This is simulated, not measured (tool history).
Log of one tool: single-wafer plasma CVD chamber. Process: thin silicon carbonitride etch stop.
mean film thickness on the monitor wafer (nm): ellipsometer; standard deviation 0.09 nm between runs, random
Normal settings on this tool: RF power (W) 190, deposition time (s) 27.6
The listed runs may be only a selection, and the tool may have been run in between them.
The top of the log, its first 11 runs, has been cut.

| run | hour | RF power (W) | deposition time (s) | read-back reference wafer on the same gauge, thickness_nm | mean film thickness on the monitor wafer (nm) |
|---|---|---|---|---|---|
|  | 657.1 | thermocouple changed; heater temperature recalibrated |
| 12 | 824.6 | 190 | 27.6 | 15.809 | 14.457 |
| 13 | 860.7 | 190 | 27.6 | 15.749 | 14.702 |
|  | 872.1 | RF generator calibrated |
| 14 | 891.9 | 180 | 27.6 | 15.735 | 14.323 |
| 15 | 943.3 | 180 | 27.6 | 15.665 | 14.268 |
| 16 | 1010.4 | 180 | 27.6 | 15.681 | 14.226 |
| 17 | 1080.5 | 225 | 24.2 | 15.626 | 13.182 |
|  | 1097.9 | gauge calibrated |
| 18 | 1105.5 | 165 | 23.7 | 16.286 | 12.401 |
| 19 | 1175.4 | 190 | 27.6 | 16.289 | 14.914 |
| 20 | 1218.7 | 220 | 27.6 | 16.247 | 15.579 |
| 21 | 1254.1 | 155 | 24.9 | 16.208 | 12.697 |
|  | 1295.6 | showerhead replaced |
| 22 | 1319.0 | 190 | 27.6 | 16.160 | 14.999 |
| 23 | 1353.8 | 205 | 31.7 | 16.219 | 17.541 |
| 24 | 1408.5 | 190 | 27.6 | 16.127 | 14.912 |
| 25 | 1464.2 | 155 | 27.6 | 16.118 | 14.152 |
| 26 | 1509.8 | 190 | 27.6 | 16.167 | 14.815 |
| 27 | 1629.5 | 190 | 27.6 | 16.025 | 14.914 |
| 28 | 1685.4 | 155 | 31.3 | 16.019 | 15.747 |
| 29 | 1735.0 | 190 | 31.4 | 15.991 | 16.885 |
| 30 | 1768.6 | 155 | 31.3 | 16.042 | 15.864 |
| 31 | 1813.4 | 200 | 27.6 | 15.995 | 14.880 |
| 32 | 1940.9 | 190 | 27.6 | 15.880 | 14.681 |
| 33 | 1997.2 | 210 | 25.9 | 15.908 | 14.063 |
| 34 | 2022.9 | 155 | 31.8 | 15.864 | 15.807 |
| 35 | 2053.7 | 200 | 29.3 | 15.818 | 15.701 |

Branching from run 35: 4 alternative next runs. What would each branch give?
| A | 2054.1 | 190 | 31.6 | ? | ? |
| B | 2054.1 | 175 | 24.4 | ? | ? |
| C | 2054.1 | 190 | 23.5 | ? | ? |
| D | 2054.1 | 200 | 31.7 | ? | ? |

| run | read-back reference wafer on the same gauge, thickness_nm | mean film thickness on the monitor wafer (nm) |
|---|---|---|
| A | 15.792 | 16.717 |
| B | 15.792 | 12.646 |
| C | 15.792 | 12.432 |
| D | 15.792 | 16.988 |
What these runs would have given with no unlogged condition in the tool:
| run | mean film thickness on the monitor wafer (nm) |
|---|---|
| A | 17.420 |
| B | 13.178 |
| C | 12.955 |
| D | 17.703 |

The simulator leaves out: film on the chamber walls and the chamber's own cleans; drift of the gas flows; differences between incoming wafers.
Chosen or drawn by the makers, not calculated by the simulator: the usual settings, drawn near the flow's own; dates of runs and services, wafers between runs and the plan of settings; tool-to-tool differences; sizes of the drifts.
